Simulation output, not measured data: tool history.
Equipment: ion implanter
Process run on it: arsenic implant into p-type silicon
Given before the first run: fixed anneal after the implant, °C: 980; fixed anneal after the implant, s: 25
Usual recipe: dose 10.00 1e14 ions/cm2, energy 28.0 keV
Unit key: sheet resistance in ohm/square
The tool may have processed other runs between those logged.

| run | hour | dose | energy | read-back reference wafer on the same gauge, sheet resistance | sheet resistance |
|---|---|---|---|---|---|
| 1 | 0.0 | 10.00 | 28.0 | 109.09 | 113.22 |
| 2 | 11.9 | 10.00 | 28.0 | 108.91 | 113.45 |
| 3 | 28.0 | 10.00 | 28.0 | 108.98 | 113.17 |
| 4 | 41.0 | 10.00 | 28.0 | 109.00 | 113.81 |
| 5 | 56.9 | 10.00 | 28.0 | 108.93 | 113.34 |
|  | 70.0 | extraction supply calibrated |
| 6 | 77.7 | 10.00 | 28.0 | 109.00 | 113.42 |
| 7 | 95.3 | 10.00 | 28.0 | 109.04 | 113.85 |
| 8 | 105.4 | 10.00 | 28.0 | 109.00 | 113.65 |
| 9 | 118.4 | 8.24 | 28.0 | 109.04 | 127.82 |
| 10 | 130.3 | 8.24 | 28.0 | 108.98 | 128.30 |
| 11 | 139.1 | 10.00 | 28.0 | 109.09 | 113.75 |
| 12 | 147.6 | 10.00 | 28.0 | 109.05 | 113.86 |
| 13 | 157.1 | 10.00 | 28.0 | 108.98 | 113.89 |
| 14 | 173.2 | 9.00 | 23.5 | 108.92 | 127.13 |
| 15 | 184.6 | 10.00 | 36.5 | 109.02 | 105.83 |
|  | 204.2 | Faraday cup replaced and dose calibrated |
| 16 | 204.7 | 8.20 | 33.5 | 109.00 | 119.67 |
| 17 | 214.3 | 10.00 | 20.5 | 108.93 | 122.49 |
| 18 | 224.2 | 12.47 | 22.5 | 108.98 | 108.01 |
| 19 | 231.8 | 7.17 | 30.5 | 108.99 | 134.38 |
| 20 | 241.3 | 10.00 | 28.0 | 109.07 | 110.80 |

Expected results for the next run?
| 21 | 251.9 | 7.17 | 28.0 | ? | ? |

read-back reference wafer on the same gauge, sheet resistance: 108.97
sheet resistance: 136.63 ohm/square
On a tool with no hidden condition, and with the same random variation, this run would have come out at sheet resistance 137.08 ohm/square.
